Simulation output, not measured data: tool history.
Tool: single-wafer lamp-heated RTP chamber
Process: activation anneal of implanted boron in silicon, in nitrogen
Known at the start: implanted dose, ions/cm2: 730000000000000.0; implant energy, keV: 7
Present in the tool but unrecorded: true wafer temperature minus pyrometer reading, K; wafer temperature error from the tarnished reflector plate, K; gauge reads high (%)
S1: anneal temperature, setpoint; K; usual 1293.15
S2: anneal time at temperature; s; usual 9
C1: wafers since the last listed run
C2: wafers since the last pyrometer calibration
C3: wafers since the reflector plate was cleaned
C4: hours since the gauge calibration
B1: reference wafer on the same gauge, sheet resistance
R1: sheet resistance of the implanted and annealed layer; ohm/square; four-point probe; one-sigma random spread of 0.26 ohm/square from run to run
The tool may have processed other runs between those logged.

run     day       S1  S2   C1    C2     C3     C4      B1      R1
  1       0  1284.15   9    0  5566  11306   55.7  166.97  173.35
  2   0.696  1284.15   9  333  5900  11639   72.4  166.96  172.66
  3   1.383  1284.15   9  329  6229  11968   88.9  166.93  172.91
  4   1.733  1293.15   9  167  6397  12136   97.3  166.98  170.64
  5   2.104  1293.15   9  177  6574  12314  106.2  166.96     171
  6   2.638  1293.15   9  255  6830  12569    119     167  170.74
      3.112  -- gauge calibrated
  7   3.233  1293.15   9  285  7115  12855    2.9  166.95  171.06
  8   3.942  1293.15   9  339  7454  13194   19.9  166.97  170.85
  9   4.633  1293.15   9  331  7786  13525   36.5  166.99  170.32
 10   5.229  1301.15  13  285  8071  13810   50.8  166.97  167.59
 11   5.742  1293.15   9  245  8317  14056   63.1  166.94  171.03
 12   6.308  1293.15  14  271  8588  14327   76.7  166.98  168.21
      6.783  -- pyrometer window cleaned and pyrometer calibrated
      6.804  -- reflector plate cleaned
 13   6.825  1274.15   5   76     9      9   89.1  166.98  182.25
 14   7.088  1304.15   9  125   135    135   95.4  167.07  170.63
 15   7.683  1283.15   7  285   420    420  109.7  167.03  176.98
      8.196  -- gauge calibrated
 16   8.317  1274.15   5  303   723    723    2.9  166.97   181.4
 17   8.725  1282.15   7  195   919    919   12.7  167.02  176.52
 18   8.979  1310.15  12  121  1041   1041   18.8  167.03  167.83
 19  10.812  1293.15  12  878  1919   1919   62.8  166.98  171.17

What was the tool's hidden state at every run in the log?
wafer temperature error from the tarnished reflector plate, K: 0 across all the runs
gauge reads high (%): 0 across all the runs
H1: true wafer temperature minus pyrometer reading, K
run    H1
  1   9.4
  2   9.9
  3  10.4
  4  10.6
  5  10.9
  6  11.3
  7  11.7
  8  12.2
  9  12.7
 10  13.2
 11  13.5
 12  13.9
 13  1.35
 14  1.54
 15  1.96
 16  2.42
 17  2.71
 18  2.89
 19  4.21

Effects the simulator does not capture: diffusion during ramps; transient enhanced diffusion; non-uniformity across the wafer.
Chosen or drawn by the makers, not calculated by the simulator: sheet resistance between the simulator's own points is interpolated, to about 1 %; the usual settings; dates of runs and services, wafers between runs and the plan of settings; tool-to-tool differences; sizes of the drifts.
